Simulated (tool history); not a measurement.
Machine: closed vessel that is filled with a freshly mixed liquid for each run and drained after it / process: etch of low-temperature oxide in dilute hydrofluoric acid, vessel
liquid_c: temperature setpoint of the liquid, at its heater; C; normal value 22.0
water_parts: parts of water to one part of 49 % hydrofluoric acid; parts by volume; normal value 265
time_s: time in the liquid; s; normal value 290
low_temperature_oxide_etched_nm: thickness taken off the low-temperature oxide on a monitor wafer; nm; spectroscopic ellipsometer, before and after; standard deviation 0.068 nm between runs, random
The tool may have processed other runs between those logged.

run    hour  liquid_c  water_parts  time_s  wafers since the last listed run  hours since the thermometer was replaced  hours since the hydrofluoric acid flow meter was replaced  hours since the gauge calibration  read-back film thickness of the low-temperature oxide reference wafer, read on the same gauge (nm)  low_temperature_oxide_etched_nm
  1     0.0      23.5          265     290                                 0                                     107.9                                                      454.4                             1373.7                                                                                               90.00                             8.92
  2    40.2      23.5          265     290                              2670                                     148.1                                                      494.6                             1413.9                                                                                               90.02                             8.95
  3   120.9      22.0          265     290                              5359                                     228.8                                                      575.3                             1494.6                                                                                               89.99                             8.18
      164.1  -- hydrofluoric acid flow meter replaced
  4   181.2      22.0          340     290                              3938                                     289.1                                                       17.1                             1554.9                                                                                               90.01                             6.29
  5   259.8      22.0          340     290                              5220                                     367.7                                                       95.7                             1633.5                                                                                               89.98                             6.14
  6   348.8      22.0          305     290                              5911                                     456.7                                                      184.7                             1722.5                                                                                               90.04                             6.90
  7   452.8      22.0          305     290                              6907                                     560.7                                                      288.7                             1826.5                                                                                               89.98                             6.76
      500.5  -- thermometer replaced
  8   507.9      22.0          305     290                              3593                                       7.4                                                      343.8                             1881.6                                                                                               90.04                             7.24
  9   567.4      22.0          265     290                              3951                                      66.9                                                      403.3                             1941.1                                                                                               89.99                             8.60
 10   612.2      22.0          265     290                              2975                                     111.7                                                      448.1                             1985.9                                                                                               90.02                             8.58
 11   703.4      19.0          265     290                              6057                                     202.9                                                      539.3                             2077.1                                                                                               89.99                             7.56
 12   752.4      19.0          265     290                              3254                                     251.9                                                      588.3                             2126.1                                                                                               89.99                             7.32
      764.1  -- hydrofluoric acid flow meter replaced
 13   836.6      19.0          265     290                              5525                                     336.1                                                       72.5                             2210.3                                                                                               90.00                             7.64
 14   893.3      22.0          265     290                              3765                                     392.8                                                      129.2                             2267.0                                                                                               89.96                             8.37
 15   965.0      22.0          265     290                              4762                                     464.5                                                      200.9                             2338.7                                                                                               90.04                             8.29
     1060.7  -- thermometer replaced
 16  1071.6      20.0          140     290                              7013                                      10.9                                                      307.5                             2445.3                                                                                               89.99                            17.62
 17  1178.9      22.0          265     290                              7126                                     118.2                                                      414.8                             2552.6                                                                                               89.96                             8.62
     1251.7  -- hydrofluoric acid flow meter replaced
 18  1283.1      25.5          345     380                              6854                                     222.4                                                       31.4                             2656.8                                                                                               90.00                             9.21
 19  1386.0      18.0          265     290                              6834                                     325.3                                                      134.3                             2759.7                                                                                               90.00                             7.34
     1412.1  -- gauge calibrated
 20  1450.8      26.0          325     190                              4303                                     390.1                                                      199.1                               38.7                                                                                               89.99                             4.92
 21  1496.7      24.5          265     290                              3048                                     436.0                                                      245.0                               84.6                                                                                               89.99                             9.15
     1561.3  -- thermometer replaced
 22  1594.9      22.0          265     290                              6455                                      33.6                                                      343.2                              182.8                                                                                               90.00                             8.71
 23  1689.7      24.0          265     240                              6296                                     128.4                                                      438.0                              277.6                                                                                               90.00                             7.58
 24  1768.5      20.0          350     385                              5233                                     207.2                                                      516.8                              356.4                                                                                               90.01                             7.29
 25  1848.1      20.0          140     290                              5286                                     286.8                                                      596.4                              436.0                                                                                               90.00                            16.25
     1851.7  -- hydrofluoric acid flow meter replaced
 26  1948.3      24.0          190     370                              6588                                     387.0                                                       96.6                              536.2                                                                                               89.98                            17.56
     2075.9  -- thermometer replaced
 27  2077.2      20.5          225     290                              8494                                       1.3                                                      225.5                              665.1                                                                                               90.00                            10.52
 28  2180.4      19.5          200     290                              6854                                     104.5                                                      328.7                              768.3                                                                                               89.98                            11.35
     2387.4  -- hydrofluoric acid flow meter replaced
 29  2419.4      22.0          265     290                             15807                                     343.5                                                       32.0                             1007.3                                                                                               90.00                             8.64
 30  2461.8      17.0          370     340                              2816                                     385.9                                                       74.4                             1049.7                                                                                               89.98                             5.39
 31  2504.2      18.5          320     420                              2816                                     428.3                                                      116.8                             1092.1                                                                                               90.00                             8.44
 32  2559.6      23.5          265     185                              3679                                     483.7                                                      172.2                             1147.5                                                                                               89.96                             5.69
     2575.6  -- thermometer replaced
 33  2634.2      22.0          265     345                              4888                                      58.6                                                      246.8                             1222.1                                                                                               89.99                            10.60

Each row is a separate what-if for the run after 33, all from the same tool condition, not one after another. Results?
  A  2634.9      22.0          265     290                                46                                      59.3                                                      247.5                             1222.8                                                                                                   ?                                ?
  B  2634.9      19.5          160     390                                46                                      59.3                                                      247.5                             1222.8                                                                                                   ?                                ?
  C  2634.9      18.5          320     125                                46                                      59.3                                                      247.5                             1222.8                                                                                                   ?                                ?

run  read-back film thickness of the low-temperature oxide reference wafer, read on the same gauge (nm)  low_temperature_oxide_etched_nm
  A                                                                                               90.00                             8.87
  B                                                                                               90.00                            19.94
  C                                                                                               90.00                             2.65
Take away the tool's hidden state, keep each run's random variation, and the runs would have read:
run  low_temperature_oxide_etched_nm
  A                             9.20
  B                            20.67
  C                             2.75
